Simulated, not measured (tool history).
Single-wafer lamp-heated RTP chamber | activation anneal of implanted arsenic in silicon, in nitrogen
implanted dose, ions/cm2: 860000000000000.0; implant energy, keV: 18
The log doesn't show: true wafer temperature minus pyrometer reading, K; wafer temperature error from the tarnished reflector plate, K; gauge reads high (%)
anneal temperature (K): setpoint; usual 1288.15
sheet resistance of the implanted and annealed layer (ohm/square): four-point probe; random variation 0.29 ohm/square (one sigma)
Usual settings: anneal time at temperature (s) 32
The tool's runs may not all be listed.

run	hour	anneal temperature (K)	anneal time at temperature (s)	wafers since the last listed run	wafers since the last pyrometer calibration	wafers since the reflector plate was cleaned	hours since the gauge calibration	read-back reference wafer on the same gauge, sheet resistance	sheet resistance of the implanted and annealed layer (ohm/square)
1	0.0	1288.15	47	0	1539	2377	216.6	118.95	137.12
2	6.6	1288.15	47	62	1601	2440	223.2	119.00	136.58
# hour 32.4: pyrometer window cleaned and pyrometer calibrated
3	34.1	1288.15	32	184	16	2624	250.7	118.97	143.63
4	42.2	1288.15	32	76	93	2701	258.8	118.97	143.27
5	54.6	1288.15	32	117	210	2818	271.2	119.04	142.53
6	67.6	1288.15	26	122	333	2941	284.2	119.02	145.26
7	81.9	1288.15	26	135	468	3076	298.5	118.97	144.78
8	94.5	1288.15	26	119	587	3195	311.1	118.94	144.39
9	111.6	1288.15	32	161	749	3357	328.2	119.00	141.56
# hour 115.2: gauge calibrated
10	124.3	1288.15	32	120	869	3477	9.1	119.01	141.20
11	136.5	1288.15	32	115	984	3593	21.3	119.06	141.38
12	145.1	1264.15	32	81	1066	3674	29.9	119.05	148.63
13	162.3	1264.15	32	162	1228	3837	47.1	118.96	148.32
# hour 183.6: reflector plate cleaned
14	184.1	1288.15	32	130	1359	4	68.9	119.05	142.21
15	190.1	1288.15	27	56	1416	61	74.9	119.02	144.86
# hour 209.1: pyrometer window cleaned and pyrometer calibrated
16	209.6	1262.15	21	108	4	170	94.4	118.97	157.99
17	214.4	1288.15	32	45	50	215	99.2	119.01	144.87
18	229.3	1315.15	17	140	191	356	114.1	119.00	144.35
19	237.6	1288.15	15	78	269	435	122.4	118.97	152.84
20	252.5	1288.15	32	140	410	576	137.3	118.96	143.61
21	268.6	1288.15	32	152	562	728	153.4	118.90	143.83
22	302.0	1305.15	46	315	878	1044	186.8	119.01	134.65
23	309.6	1306.15	32	71	950	1116	194.4	119.00	137.91
24	317.7	1311.15	47	76	1027	1192	202.5	119.03	132.54
25	324.4	1269.15	32	63	1090	1256	209.2	119.03	147.93
26	333.3	1307.15	22	84	1174	1340	218.1	118.93	141.35
27	343.9	1304.15	32	100	1274	1440	228.7	118.98	137.81

3 ways to go on from here, each from the tool as it stands after run 27. What would each give?
A	344.3	1288.15	32	3	1278	1444	229.1	?	?
B	344.3	1300.15	24	3	1278	1444	229.1	?	?
C	344.3	1305.15	15	3	1278	1444	229.1	?	?

run	read-back reference wafer on the same gauge, sheet resistance	sheet resistance of the implanted and annealed layer (ohm/square)
A	119.05	141.74
B	119.05	142.03
C	119.05	146.14
Without the tool's hidden state the same runs would have given:
run	sheet resistance of the implanted and annealed layer (ohm/square)
A	145.16
B	145.15
C	149.35
